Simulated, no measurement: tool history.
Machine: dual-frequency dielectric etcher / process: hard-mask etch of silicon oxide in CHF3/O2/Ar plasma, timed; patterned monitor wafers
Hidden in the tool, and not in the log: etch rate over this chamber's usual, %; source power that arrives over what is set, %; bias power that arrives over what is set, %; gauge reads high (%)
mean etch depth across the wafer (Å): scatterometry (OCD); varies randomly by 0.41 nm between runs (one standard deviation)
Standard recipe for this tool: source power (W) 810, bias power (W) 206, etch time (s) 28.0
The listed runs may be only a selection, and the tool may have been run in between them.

run,hour,source power (W),bias power (W),etch time (s),wafers since the last listed run,hours since the last wet clean,hours since the last source power generator calibration,hours since the last bias power generator calibration,hours since the last upper electrode change,hours since the gauge calibration,"read-back reference wafer on the same gauge, depth_nm",mean etch depth across the wafer (Å)
1,0.0,810,206,28.0,0,658.8,4841.2,1128.0,105.0,1280.5,77.2,681
# hour 99.0: wet clean of the chamber
2,99.5,810,206,28.0,1299,0.5,4940.7,1227.5,204.5,1380.0,77.3,680
# hour 144.1: source power generator calibrated
3,192.5,810,206,28.0,1532,93.5,48.4,1320.5,297.5,1473.0,77.5,688
4,273.1,810,206,28.0,1387,174.1,129.0,1401.1,378.1,1553.6,77.6,684
5,328.4,810,206,28.0,951,229.4,184.3,1456.4,433.4,1608.9,77.6,684
6,426.8,810,206,28.0,1693,327.8,282.7,1554.8,531.8,1707.3,77.7,685
7,483.8,810,249,28.0,981,384.8,339.7,1611.8,588.8,1764.3,77.8,737
8,526.7,810,206,28.0,738,427.7,382.6,1654.7,631.7,1807.2,77.9,690
9,656.8,700,222,28.0,2239,557.8,512.7,1784.8,761.8,1937.3,77.9,645
# hour 661.9: bias power generator calibrated
10,694.9,650,258,28.0,587,595.9,550.8,33.0,799.9,1975.4,78.0,651
# hour 782.4: wet clean of the chamber
11,796.6,810,206,28.0,1337,14.2,652.5,134.7,901.6,2077.1,78.3,686
12,876.8,810,206,28.0,1380,94.4,732.7,214.9,981.8,2157.3,78.4,691
13,922.2,810,206,28.0,781,139.8,778.1,260.3,1027.2,2202.7,78.4,689
14,961.3,810,206,28.0,673,178.9,817.2,299.4,1066.3,2241.8,78.4,687
15,1010.6,810,250,35.0,848,228.2,866.5,348.7,1115.6,2291.1,78.4,931
16,1108.1,810,181,32.0,1678,325.7,964.0,446.2,1213.1,2388.6,78.7,748
17,1149.2,810,206,28.0,707,366.8,1005.1,487.3,1254.2,2429.7,78.8,691
18,1214.0,710,206,34.0,1115,431.6,1069.9,552.1,1319.0,2494.5,78.6,774
19,1299.6,860,190,24.5,1473,517.2,1155.5,637.7,1404.6,2580.1,78.9,608
# hour 1410.8: wet clean of the chamber
# hour 1484.9: gauge calibrated
20,1582.3,810,206,28.0,4453,171.5,1438.2,920.4,1687.3,97.4,76.3,664
21,1642.9,700,236,24.0,1043,232.1,1498.8,981.0,1747.9,158.0,76.4,555
22,1710.3,810,228,28.0,1160,299.5,1566.2,1048.4,1815.3,225.4,76.5,702
23,1753.2,810,242,35.5,738,342.4,1609.1,1091.3,1858.2,268.3,76.5,911
24,1808.4,810,244,30.5,950,397.6,1664.3,1146.5,1913.4,323.5,76.7,792
25,1913.5,810,158,36.0,1809,502.7,1769.4,1251.6,2018.5,428.6,76.8,772
26,2009.5,880,206,28.0,1652,598.7,1865.4,1347.6,2114.5,524.6,76.8,714
# hour 2083.6: wet clean of the chamber
27,2091.7,810,206,28.0,1001,8.1,1947.6,1429.8,2196.7,606.8,76.9,679
28,2133.8,650,206,28.0,724,50.2,1989.7,1471.9,2238.8,648.9,77.0,580
29,2219.2,810,159,28.0,1470,135.6,2075.1,1557.3,2324.2,734.3,77.1,611

What if the next run were any one of these 5? Each begins from the tool's condition after run 29:
A,2219.6,810,185,28.0,6,136.0,2075.5,1557.7,2324.6,734.7,?,?
B,2219.6,750,206,21.5,6,136.0,2075.5,1557.7,2324.6,734.7,?,?
C,2219.6,960,206,31.0,6,136.0,2075.5,1557.7,2324.6,734.7,?,?
D,2219.6,720,235,35.5,6,136.0,2075.5,1557.7,2324.6,734.7,?,?
E,2219.6,810,206,35.0,6,136.0,2075.5,1557.7,2324.6,734.7,?,?

run,"read-back reference wafer on the same gauge, depth_nm",mean etch depth across the wafer (Å)
A,77.2,650
B,77.2,497
C,77.2,831
D,77.2,845
E,77.2,849
Without the tool's hidden state the same runs would have given:
run,mean etch depth across the wafer (Å)
A,643
B,492
C,822
D,836
E,840

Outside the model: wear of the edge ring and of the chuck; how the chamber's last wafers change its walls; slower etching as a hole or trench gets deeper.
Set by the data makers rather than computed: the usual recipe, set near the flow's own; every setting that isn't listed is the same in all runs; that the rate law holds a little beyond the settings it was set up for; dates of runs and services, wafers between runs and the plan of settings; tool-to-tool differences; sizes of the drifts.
